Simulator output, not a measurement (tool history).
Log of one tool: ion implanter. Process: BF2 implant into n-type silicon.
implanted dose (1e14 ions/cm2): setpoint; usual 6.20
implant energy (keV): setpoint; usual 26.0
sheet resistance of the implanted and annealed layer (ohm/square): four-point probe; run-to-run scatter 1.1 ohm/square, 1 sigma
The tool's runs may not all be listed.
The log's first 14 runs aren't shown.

run,hour,implanted dose (1e14 ions/cm2),implant energy (keV),"read-back reference wafer on the same gauge, sheet resistance",sheet resistance of the implanted and annealed layer (ohm/square)
# hour 367.0: extraction supply calibrated
15,380.5,6.20,35.0,272.59,205.55
# hour 466.5: gauge calibrated
16,471.8,6.20,32.0,272.11,209.61
17,497.6,6.20,26.0,271.52,225.53
18,527.2,6.20,26.0,271.95,226.09
19,547.3,6.20,26.0,271.84,224.45
20,571.1,7.28,23.0,272.17,219.00
# hour 582.5: Faraday cup replaced and dose calibrated
21,597.9,5.42,18.5,271.35,263.69
22,630.3,4.89,26.0,271.96,251.52
23,644.2,6.20,26.0,272.04,221.56
24,679.8,6.20,26.0,271.87,222.53
25,692.5,7.83,28.5,272.05,193.40
26,704.6,5.37,26.0,271.45,239.25
27,734.6,6.20,22.5,271.90,233.75
# hour 775.4: Faraday cup replaced and dose calibrated, repeated, since the last time left the tool worse
28,775.9,6.20,26.0,271.75,229.31
29,790.0,7.23,29.5,271.82,203.27
30,816.2,7.97,26.0,271.87,207.21
31,863.4,6.20,20.5,272.23,248.61
32,890.8,7.94,30.5,271.87,193.60
33,920.5,7.16,30.0,272.22,203.40
34,936.7,6.20,26.0,271.91,228.55
35,967.5,4.80,22.5,271.94,275.83
36,997.9,7.61,28.5,271.79,199.85
37,1026.9,5.57,21.0,272.02,260.40

Each row is a separate what-if for the run after 37, all from the same tool condition, not one after another. Results?
A,1027.3,6.20,26.0,?,?
B,1027.3,6.87,26.0,?,?
C,1027.3,7.93,31.0,?,?
D,1027.3,4.85,26.0,?,?

run,"read-back reference wafer on the same gauge, sheet resistance",sheet resistance of the implanted and annealed layer (ohm/square)
A,272.37,227.47
B,272.37,216.54
C,272.37,190.37
D,272.37,264.04
Without the tool's hidden state the same runs would have given:
run,sheet resistance of the implanted and annealed layer (ohm/square)
A,227.39
B,216.48
C,190.32
D,263.92
